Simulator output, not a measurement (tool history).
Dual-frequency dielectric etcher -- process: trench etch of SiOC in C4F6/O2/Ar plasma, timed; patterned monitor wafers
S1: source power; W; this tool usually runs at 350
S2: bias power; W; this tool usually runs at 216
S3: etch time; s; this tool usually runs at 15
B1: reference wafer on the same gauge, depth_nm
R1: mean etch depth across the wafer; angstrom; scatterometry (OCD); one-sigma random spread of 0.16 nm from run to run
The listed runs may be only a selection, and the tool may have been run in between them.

{"run": 1, "hour": 0.0, "S1": 350, "S2": 240, "S3": 15, "B1": 33.8, "R1": 347.2}
{"run": 2, "hour": 55.5, "S1": 350, "S2": 216, "S3": 15, "B1": 33.76, "R1": 339.4}
{"run": 3, "hour": 108.4, "S1": 350, "S2": 216, "S3": 15, "B1": 33.82, "R1": 333.5}
{"run": 4, "hour": 156.7, "S1": 350, "S2": 216, "S3": 12.5, "B1": 33.82, "R1": 279.9}
{"run": 5, "hour": 200.4, "S1": 350, "S2": 216, "S3": 12.5, "B1": 33.81, "R1": 276.5}
{"run": 6, "hour": 249.3, "S1": 350, "S2": 216, "S3": 12.5, "B1": 33.79, "R1": 275.5}
{"run": 7, "hour": 287.2, "S1": 350, "S2": 216, "S3": 15, "B1": 33.82, "R1": 327.6}
{"hour": 366.6, "done": "gauge calibrated"}
{"hour": 382.2, "done": "wet clean of the chamber"}
{"run": 8, "hour": 382.7, "S1": 350, "S2": 216, "S3": 15, "B1": 33.76, "R1": 343.7}
{"run": 9, "hour": 420.7, "S1": 350, "S2": 216, "S3": 15, "B1": 33.8, "R1": 340.3}
{"run": 10, "hour": 490.8, "S1": 350, "S2": 216, "S3": 15, "B1": 33.76, "R1": 337.6}
{"run": 11, "hour": 596.0, "S1": 350, "S2": 216, "S3": 15, "B1": 33.79, "R1": 336.6}
{"hour": 662.3, "done": "upper electrode replaced"}
{"run": 12, "hour": 662.8, "S1": 350, "S2": 216, "S3": 15, "B1": 33.8, "R1": 331.5}
{"hour": 885.5, "done": "wet clean of the chamber"}
{"run": 13, "hour": 972.1, "S1": 350, "S2": 216, "S3": 17, "B1": 33.77, "R1": 387.4}
{"run": 14, "hour": 1052.0, "S1": 350, "S2": 216, "S3": 15, "B1": 33.82, "R1": 333.4}
{"hour": 1082.5, "done": "source power generator calibrated"}
{"run": 15, "hour": 1107.7, "S1": 420, "S2": 216, "S3": 16.5, "B1": 33.8, "R1": 392.5}
{"run": 16, "hour": 1185.4, "S1": 350, "S2": 216, "S3": 15, "B1": 33.81, "R1": 327}
{"run": 17, "hour": 1281.8, "S1": 350, "S2": 216, "S3": 15, "B1": 33.81, "R1": 321.7}
{"hour": 1373.7, "done": "wet clean of the chamber"}
{"run": 18, "hour": 1374.2, "S1": 310, "S2": 216, "S3": 18, "B1": 33.81, "R1": 377.7}
{"run": 19, "hour": 1464.4, "S1": 350, "S2": 241, "S3": 13.5, "B1": 33.82, "R1": 308.7}
{"run": 20, "hour": 1568.3, "S1": 350, "S2": 216, "S3": 15, "B1": 33.79, "R1": 330.4}
{"hour": 1587.0, "done": "bias power generator calibrated"}
{"hour": 1611.8, "done": "gauge calibrated"}
{"run": 21, "hour": 1673.9, "S1": 400, "S2": 216, "S3": 15, "B1": 33.77, "R1": 351.1}
{"run": 22, "hour": 1767.5, "S1": 350, "S2": 216, "S3": 15, "B1": 33.8, "R1": 320.6}
{"run": 23, "hour": 1847.9, "S1": 350, "S2": 178, "S3": 11, "B1": 33.81, "R1": 224.3}
{"hour": 1875.8, "done": "wet clean of the chamber"}
{"run": 24, "hour": 1909.5, "S1": 290, "S2": 175, "S3": 15, "B1": 33.8, "R1": 294.1}
{"run": 25, "hour": 1982.2, "S1": 350, "S2": 216, "S3": 15, "B1": 33.79, "R1": 336.5}
{"run": 26, "hour": 2030.9, "S1": 270, "S2": 246, "S3": 19, "B1": 33.8, "R1": 377.3}
{"run": 27, "hour": 2084.3, "S1": 410, "S2": 169, "S3": 16.5, "B1": 33.85, "R1": 373.6}

Below, each run's measurement less what the same run would have read without the hidden state. Both values contain the same run-to-run variation, but the gauge's scatter may not be the same in both:
What the log doesn't record here: etch rate over this chamber's usual, %; source power that arrives over what is set, %; bias power that arrives over what is set, %; gauge reads high (%).
run=1 R1=+3.5
run=2 R1=+1.6
run=3 R1=-0.4
run=4 R1=-1.7
run=5 R1=-3.1
run=6 R1=-4.5
run=7 R1=-6.7
run=8 R1=+7.7
run=9 R1=+6.2
run=10 R1=+3.7
run=11 R1=-0.3
run=12 R1=-2.7
run=13 R1=+5.1
run=14 R1=+1.4
run=15 R1=-11.3
run=16 R1=-11.6
run=17 R1=-14.3
run=18 R1=+2
run=19 R1=-0.9
run=20 R1=-4.3
run=21 R1=-8.3
run=22 R1=-10.8
run=23 R1=-9.5
run=24 R1=+3.3
run=25 R1=+1.2
run=26 R1=-0.7
run=27 R1=-2.6

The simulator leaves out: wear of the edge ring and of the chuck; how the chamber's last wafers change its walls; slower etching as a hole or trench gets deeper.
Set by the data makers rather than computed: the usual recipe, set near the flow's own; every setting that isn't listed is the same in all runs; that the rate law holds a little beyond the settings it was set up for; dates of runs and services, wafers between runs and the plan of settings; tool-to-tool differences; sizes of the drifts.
